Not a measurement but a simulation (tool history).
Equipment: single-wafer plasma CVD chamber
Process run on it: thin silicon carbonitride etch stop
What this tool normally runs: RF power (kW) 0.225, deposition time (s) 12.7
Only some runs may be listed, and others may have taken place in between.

run	day	RF power (kW)	deposition time (s)	wafers since the last listed run	hours since the last thermocouple change	hours since the last RF generator calibration	hours since the showerhead was replaced	hours since the gauge calibration	read-back reference wafer on the same gauge, thickness_nm	mean film thickness on the monitor wafer (nm)
1	0.000	0.225	13.5	0	1254.3	1025.6	2119.7	74.7	7.267	8.353
2	0.692	0.225	13.5	736	1270.9	1042.2	2136.3	91.3	7.269	8.351
3	1.246	0.225	12.7	589	1284.2	1055.5	2149.6	104.6	7.269	7.856
4	1.700	0.225	12.7	483	1295.1	1066.4	2160.5	115.5	7.271	7.851
5	2.108	0.225	12.7	434	1304.9	1076.2	2170.3	125.3	7.271	7.861
6	2.771	0.225	12.7	704	1320.8	1092.1	2186.2	141.2	7.273	7.842
7	3.121	0.225	12.7	372	1329.2	1100.5	2194.6	149.6	7.269	7.821
8	3.392	0.225	12.7	288	1335.7	1107.0	2201.1	156.1	7.270	7.817
# day 4.088: RF generator calibrated
9	4.112	0.225	12.7	412	1353.0	0.6	2218.4	173.4	7.273	8.003
10	4.479	0.225	12.7	390	1361.8	9.4	2227.2	182.2	7.272	8.030
# day 5.075: gauge calibrated
11	5.175	0.225	14.0	740	1378.5	26.1	2243.9	2.4	7.272	8.852
# day 6.542: thermocouple changed; heater temperature recalibrated
# day 6.829: showerhead replaced
12	6.850	0.225	11.9	1119	7.4	66.3	0.5	42.6	7.270	7.510
13	6.879	0.255	14.1	31	8.1	67.0	1.2	43.3	7.270	9.214
14	7.262	0.210	13.3	407	17.3	76.2	10.4	52.5	7.267	8.223
15	7.954	0.180	13.5	736	33.9	92.8	27.0	69.1	7.272	8.017
16	8.233	0.225	12.7	297	40.6	99.5	33.7	75.8	7.271	7.998
17	8.721	0.225	12.7	518	52.3	111.2	45.4	87.5	7.269	8.000
18	9.358	0.270	14.1	678	67.6	126.5	60.7	102.8	7.269	9.352

A few steps of mean film thickness on the monitor wafer (nm) between consecutive runs. Split each: what settings, incoming material and random variation would produce without the hidden state, and what is left over for the hidden state, along with gauge scatter present in only one of the two compared results (measured, and without hidden state):
Hidden conditions of the tool in this case: wafer temperature above the value expected at the setpoint (K); delivered RF power above the setpoint (%); gauge reads high (%).
Run 8 -> 9: RF generator calibrated. mean film thickness on the monitor wafer (nm) +0.186: hidden state +0.184, all else +0.002.
Run 12 -> 13: RF power (kW) 0.225 -> 0.255, deposition time (s) 11.9 -> 14.1. mean film thickness on the monitor wafer (nm) +1.704: hidden state -0.010, all else +1.714.

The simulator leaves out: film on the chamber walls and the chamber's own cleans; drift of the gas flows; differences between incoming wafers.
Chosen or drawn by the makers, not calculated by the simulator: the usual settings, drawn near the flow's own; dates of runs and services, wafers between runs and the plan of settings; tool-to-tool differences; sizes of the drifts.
